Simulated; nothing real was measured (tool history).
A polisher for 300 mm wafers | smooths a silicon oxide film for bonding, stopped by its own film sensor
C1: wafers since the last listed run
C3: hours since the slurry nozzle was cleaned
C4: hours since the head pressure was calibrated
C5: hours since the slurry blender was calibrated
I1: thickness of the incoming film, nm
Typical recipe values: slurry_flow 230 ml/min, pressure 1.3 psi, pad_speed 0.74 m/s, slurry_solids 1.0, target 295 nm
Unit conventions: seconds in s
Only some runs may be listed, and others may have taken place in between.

Run 1, hour 0.0: usual settings; C1 0; wafers polished on this pad 2409; C3 150.8; C4 1211.3; C5 328.5; I1 342.0. Result: seconds 110.9 s.
Run 2, hour 38.1: usual settings; C1 411; wafers polished on this pad 2821; C3 188.9; C4 1249.4; C5 366.6; I1 337.0. Result: seconds 99.8 s.
Run 3, hour 99.0: usual settings; C1 657; wafers polished on this pad 3478; C3 249.8; C4 1310.3; C5 427.5; I1 344.4. Result: seconds 114.1 s.
Run 4, hour 160.8: usual settings; C1 667; wafers polished on this pad 4146; C3 311.6; C4 1372.1; C5 489.3; I1 346.6. Result: seconds 118.6 s.
At hour 172.6: slurry blender recalibrated.
Run 5, hour 233.6: usual settings; C1 764; wafers polished on this pad 4910; C3 384.4; C4 1444.9; C5 61.0; I1 339.1. Result: seconds 99.4 s.
At hour 248.6: head pressure recalibrated.
Run 6, hour 324.1: usual settings; C1 955; wafers polished on this pad 5866; C3 474.9; C4 75.5; C5 151.5; I1 342.6. Result: seconds 124.5 s.
At hour 333.7: worn pad replaced by a new one.
Run 7, hour 376.6: usual settings; C1 523; wafers polished on this pad 462; C3 527.4; C4 128.0; C5 204.0; I1 343.0. Result: seconds 125.6 s.
At hour 385.4: slurry nozzle cleaned.
Run 8, hour 449.2: usual settings; C1 773; wafers polished on this pad 1236; C3 63.8; C4 200.6; C5 276.6; I1 336.5. Result: seconds 109.7 s.
Run 9, hour 512.8: usual settings; C1 686; wafers polished on this pad 1922; C3 127.4; C4 264.2; C5 340.2; I1 336.3. Result: seconds 105.5 s.
Run 10, hour 570.2: usual settings; C1 619; wafers polished on this pad 2542; C3 184.8; C4 321.6; C5 397.6; I1 340.2. Result: seconds 116.9 s.
Run 11, hour 674.6: usual settings; C1 1127; wafers polished on this pad 3670; C3 289.2; C4 426.0; C5 502.0; I1 339.0. Result: seconds 113.2 s.
At hour 726.3: slurry blender recalibrated.
Run 12, hour 730.8: usual settings; C1 585; wafers polished on this pad 4255; C3 345.4; C4 482.2; C5 4.5; I1 341.4. Result: seconds 120.3 s.
Run 13, hour 804.5: usual settings; C1 795; wafers polished on this pad 5051; C3 419.1; C4 555.9; C5 78.2; I1 333.5. Result: seconds 98.5 s.
At hour 818.9: worn pad replaced by a new one.
Run 14, hour 907.8: usual settings; C1 1072; wafers polished on this pad 959; C3 522.4; C4 659.2; C5 181.5; I1 339.7. Result: seconds 113.3 s.
At hour 943.7: slurry nozzle cleaned.
Run 15, hour 994.6: usual settings but slurry_flow 270 ml/min, pressure 1.5 psi, slurry_solids 0.8, target 302 nm; C1 926; wafers polished on this pad 1886; C3 50.9; C4 746.0; C5 268.3; I1 340.1. Result: seconds 93.4 s.
Run 16, hour 1075.7: usual settings; C1 875; wafers polished on this pad 2762; C3 132.0; C4 827.1; C5 349.4; I1 340.7. Result: seconds 116.5 s.
Run 17, hour 1119.9: usual settings but slurry_solids 1.2; C1 477; wafers polished on this pad 3239; C3 176.2; C4 871.3; C5 393.6; I1 345.2. Result: seconds 115.5 s.
At hour 1194.0: slurry blender recalibrated.
Run 18, hour 1198.3: usual settings but pad_speed 0.54 m/s, target 290 nm; C1 825; wafers polished on this pad 4064; C3 254.6; C4 949.7; C5 4.3; I1 337.5. Result: seconds 146.4 s.
Run 19, hour 1247.0: usual settings but pressure 1.4 psi; C1 525; wafers polished on this pad 4590; C3 303.3; C4 998.4; C5 53.0; I1 345.0. Result: seconds 114.7 s.
Run 20, hour 1308.6: usual settings; C1 665; wafers polished on this pad 5256; C3 364.9; C4 1060.0; C5 114.6; I1 340.2. Result: seconds 109.8 s.
At hour 1336.5: worn pad replaced by a new one.
Run 21, hour 1349.7: usual settings but slurry_flow 150 ml/min; C1 400; wafers polished on this pad 142; C3 406.0; C4 1101.1; C5 155.7; I1 336.1. Result: seconds 107.8 s.
At hour 1389.0: slurry nozzle cleaned.
Run 22, hour 1389.5: usual settings but slurry_solids 0.8, target 305 nm; C1 419; wafers polished on this pad 561; C3 0.5; C4 1140.9; C5 195.5; I1 340.4. Result: seconds 96.5 s.
Run 23, hour 1452.6: usual settings; C1 681; wafers polished on this pad 1242; C3 63.6; C4 1204.0; C5 258.6; I1 338.4. Result: seconds 106.0 s.
Run 24, hour 1534.5: usual settings but slurry_flow 155 ml/min, pressure 1.5 psi, pad_speed 0.64 m/s, slurry_solids 0.8; C1 884; wafers polished on this pad 2127; C3 145.5; C4 1285.9; C5 340.5; I1 338.8. Result: seconds 118.4 s.
Run 25, hour 1620.4: usual settings but slurry_flow 290 ml/min, slurry_solids 1.1; C1 927; wafers polished on this pad 3055; C3 231.4; C4 1371.8; C5 426.4; I1 335.8. Result: seconds 91.8 s.

Expected results for the next run?
Run 26, hour 1673.5: usual settings but slurry_flow 205 ml/min, pressure 1.0 psi; C1 573; wafers polished on this pad 3628; C3 284.5; C4 1424.9; C5 479.5; I1 339.0. Result: seconds ?.

For run 26 the tool returned seconds 132.7 s.
With no hidden state in the tool, this same run would have given seconds 145.3 s.

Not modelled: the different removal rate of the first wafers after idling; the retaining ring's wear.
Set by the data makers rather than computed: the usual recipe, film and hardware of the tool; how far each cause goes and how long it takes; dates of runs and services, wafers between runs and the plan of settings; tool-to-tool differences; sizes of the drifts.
